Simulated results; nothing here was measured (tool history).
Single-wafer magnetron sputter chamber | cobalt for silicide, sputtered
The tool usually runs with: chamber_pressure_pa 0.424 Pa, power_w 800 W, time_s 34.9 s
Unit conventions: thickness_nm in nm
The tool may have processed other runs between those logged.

run   hour  chamber_pressure_pa  power_w  time_s  read-back reference wafer on the same gauge, thickness_nm  thickness_nm
  1      0                0.424      800    34.9                                                     14.699        13.683
  2    9.1                0.424      800    34.9                                                     14.711        13.875
  3   16.5                0.424      800    34.9                                                     14.704        13.769
  4   23.6                0.424      800    34.9                                                      14.71        13.656
  5     39                0.325      800      40                                                     14.718        16.138
  6   46.1                0.325      800      40                                                     14.692        16.181
  7   63.4                0.325      800      40                                                     14.691        16.097
  8   79.5                0.424      800    34.9                                                     14.691        13.679
      97.9  -- sputter target and shields replaced
  9   98.4                0.424      800    34.9                                                     14.705          12.9
     110.2  -- capacitance manometer re-zeroed and calibrated
     112.3  -- magnet pack replaced
 10  112.8                0.424      800    34.9                                                     14.701        12.899
 11  120.6                0.499      800    34.9                                                     14.688        12.547
 12  129.6                0.499      800    34.9                                                     14.692        12.593
 13  142.1                0.485      800    34.9                                                     14.711        12.397
 14  151.3                0.384      800    34.9                                                     14.699         12.67
 15  158.3                0.424      800    39.1                                                     14.694        14.003
 16  172.7                0.424      800    39.1                                                     14.707        13.974
 17  184.3                0.424      800    39.1                                                     14.691        13.875
 18  195.3                0.592      650    29.7                                                     14.698         8.452
 19  208.8                0.424      800    34.9                                                     14.703        12.394
     219.5  -- sputter target and shields replaced, repeated, since the last time left the tool worse
 20    220                0.503      800    34.9                                                     14.708        14.201
 21  235.1                0.356      600    31.8                                                      14.71        10.384
 22  245.2                0.424      800    34.9                                                     14.707        14.384
     251.3  -- gauge calibrated
 23  256.9                0.256      800    34.9                                                     14.705        14.763
 24  267.1                0.424      800    38.3                                                     14.702        15.544
 25  274.7                0.356      800    34.9                                                     14.706        14.432
 26  290.3                0.424      800      28                                                     14.697        11.278
 27  307.8                0.424      650    29.2                                                     14.681         9.726
 28  318.5                  0.3      800    34.9                                                     14.689        14.466
 29  326.4                  0.3      800    34.9                                                     14.716        14.349
 30  336.2                0.424      600    34.9                                                     14.711        10.796
 31  353.3                0.424      900    34.9                                                     14.694        15.423
 32  400.2                0.273      800    30.4                                                     14.701        12.417
 33  417.8                0.424      950      37                                                     14.713        16.988
 34  435.1                0.256      900    41.9                                                     14.702        19.225
 35  443.4                0.534      800    31.4                                                     14.709         11.99

Below are 4 alternative next runs, each starting from the tool's condition after run 35. Predict each:
  A  443.8                0.424      700    34.9                                                          ?             ?
  B  443.8                0.592      950    34.9                                                          ?             ?
  C  443.8                0.544      800    31.3                                                          ?             ?
  D  443.8                0.424      800    36.9                                                          ?             ?

run  read-back reference wafer on the same gauge, thickness_nm  thickness_nm
  A                                                     14.693        12.232
  B                                                     14.693        15.422
  C                                                     14.693        11.986
  D                                                     14.693        14.562
What these runs would have given with no unlogged condition in the tool:
run  thickness_nm
  A        12.961
  B        16.341
  C          12.7
  D         15.43

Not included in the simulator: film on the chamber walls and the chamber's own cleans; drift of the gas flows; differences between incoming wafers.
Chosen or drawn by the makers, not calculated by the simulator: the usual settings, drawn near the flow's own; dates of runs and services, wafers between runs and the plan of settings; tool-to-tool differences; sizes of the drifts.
